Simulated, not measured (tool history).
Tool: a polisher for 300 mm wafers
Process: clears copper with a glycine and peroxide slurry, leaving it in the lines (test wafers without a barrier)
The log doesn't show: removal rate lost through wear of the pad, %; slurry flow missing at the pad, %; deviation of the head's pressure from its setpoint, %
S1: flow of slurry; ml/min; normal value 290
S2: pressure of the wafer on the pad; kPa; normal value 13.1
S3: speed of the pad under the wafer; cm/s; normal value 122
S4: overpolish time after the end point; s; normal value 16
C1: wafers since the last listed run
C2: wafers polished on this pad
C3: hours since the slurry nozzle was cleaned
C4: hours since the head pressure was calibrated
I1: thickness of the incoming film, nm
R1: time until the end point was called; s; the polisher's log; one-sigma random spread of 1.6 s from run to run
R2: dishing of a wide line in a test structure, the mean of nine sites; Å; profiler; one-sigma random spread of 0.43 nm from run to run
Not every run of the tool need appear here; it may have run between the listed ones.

| run | hour | S1 | S2 | S3 | S4 | C1 | C2 | C3 | C4 | I1 | R1 | R2 |
|---|---|---|---|---|---|---|---|---|---|---|---|---|
| 1 | 0.0 | 290 | 13.1 | 122 | 16 | 0 | 70 | 521.7 | 40.2 | 352.5 | 100.5 | 408 |
| 2 | 55.2 | 290 | 13.1 | 122 | 16 | 372 | 443 | 576.9 | 95.4 | 354.9 | 101.2 | 410 |
| 3 | 101.5 | 290 | 13.1 | 122 | 16 | 312 | 755 | 623.2 | 141.7 | 359.3 | 102.9 | 406 |
|  | 303.6 | slurry nozzle cleaned |
| 4 | 420.0 | 290 | 13.1 | 122 | 16 | 2142 | 2898 | 116.4 | 460.2 | 356.8 | 103.2 | 404 |
| 5 | 496.9 | 290 | 13.1 | 122 | 16 | 519 | 3417 | 193.3 | 537.1 | 353.8 | 104.3 | 395 |
| 6 | 603.2 | 290 | 13.1 | 122 | 16 | 717 | 4135 | 299.6 | 643.4 | 348.8 | 106.1 | 407 |
| 7 | 642.3 | 290 | 13.1 | 122 | 16 | 263 | 4398 | 338.7 | 682.5 | 359.1 | 107.5 | 398 |
| 8 | 748.0 | 290 | 9.7 | 122 | 16 | 713 | 5112 | 444.4 | 788.2 | 348.7 | 135.3 | 322 |
|  | 852.8 | worn pad replaced by a new one |
| 9 | 853.3 | 290 | 13.1 | 122 | 16 | 683 | 3 | 549.7 | 893.5 | 351.4 | 108.1 | 393 |
| 10 | 901.0 | 290 | 13.1 | 122 | 16 | 321 | 325 | 597.4 | 941.2 | 359.7 | 110.7 | 385 |
| 11 | 957.7 | 240 | 9.7 | 104 | 21 | 382 | 708 | 654.1 | 997.9 | 354.1 | 153.1 | 357 |
| 12 | 1030.7 | 290 | 13.1 | 122 | 16 | 492 | 1200 | 727.1 | 1070.9 | 355.0 | 113.5 | 379 |
| 13 | 1120.8 | 205 | 15.9 | 90 | 23 | 608 | 1808 | 817.2 | 1161.0 | 353.6 | 125.6 | 480 |
|  | 1198.8 | slurry nozzle cleaned |
| 14 | 1223.5 | 290 | 9.7 | 122 | 25 | 686 | 2495 | 24.7 | 1263.7 | 357.0 | 142.8 | 456 |
| 15 | 1302.4 | 290 | 13.1 | 122 | 16 | 532 | 3027 | 103.6 | 1342.6 | 353.2 | 110.6 | 383 |
|  | 1340.0 | head pressure recalibrated |
| 16 | 1349.6 | 290 | 13.1 | 122 | 16 | 305 | 3332 | 150.8 | 9.6 | 352.0 | 102.8 | 421 |
| 17 | 1643.3 | 290 | 11.0 | 122 | 9 | 1982 | 5315 | 444.5 | 303.3 | 351.1 | 120.3 | 211 |
| 18 | 1732.8 | 290 | 13.1 | 122 | 16 | 604 | 5919 | 534.0 | 392.8 | 356.4 | 105.6 | 393 |
| 19 | 1784.0 | 290 | 15.2 | 122 | 8 | 345 | 6264 | 585.2 | 444.0 | 357.7 | 96.4 | 241 |
|  | 1795.3 | worn pad replaced by a new one, of another model than before |
| 20 | 1848.4 | 385 | 13.1 | 104 | 16 | 407 | 358 | 649.6 | 508.4 | 354.7 | 108.4 | 393 |
| 21 | 1925.0 | 290 | 13.1 | 122 | 16 | 516 | 875 | 726.2 | 585.0 | 347.7 | 103.8 | 404 |
| 22 | 1993.9 | 230 | 13.1 | 122 | 25 | 465 | 1340 | 795.1 | 653.9 | 350.6 | 107.9 | 566 |
| 23 | 2089.5 | 290 | 16.5 | 122 | 16 | 645 | 1985 | 890.7 | 749.5 | 350.3 | 92.6 | 454 |
| 24 | 2145.2 | 290 | 13.1 | 102 | 16 | 375 | 2361 | 946.4 | 805.2 | 352.1 | 110.4 | 368 |
|  | 2180.6 | slurry nozzle cleaned |
| 25 | 2198.4 | 290 | 8.3 | 140 | 16 | 352 | 2714 | 17.8 | 858.4 | 354.1 | 122.9 | 350 |
| 26 | 2351.2 | 290 | 9.7 | 84 | 7 | 1031 | 3745 | 170.6 | 1011.2 | 354.5 | 143.0 | 140 |
| 27 | 2424.2 | 290 | 13.1 | 122 | 16 | 492 | 4238 | 243.6 | 1084.2 | 358.1 | 107.4 | 389 |
| 28 | 2497.8 | 255 | 16.5 | 122 | 16 | 496 | 4734 | 317.2 | 1157.8 | 358.8 | 98.6 | 426 |

Estimate the outcome of run 29 from the log above:
| 29 | 2569.5 | 250 | 9.7 | 122 | 16 | 483 | 5218 | 388.9 | 1229.5 | 352.2 | ? | ? |

{"run 29": {"R1": 125.5, "R2": 336}}
Without the tool's hidden state the same run would have given R1 118.7 s, R2 354 Å.
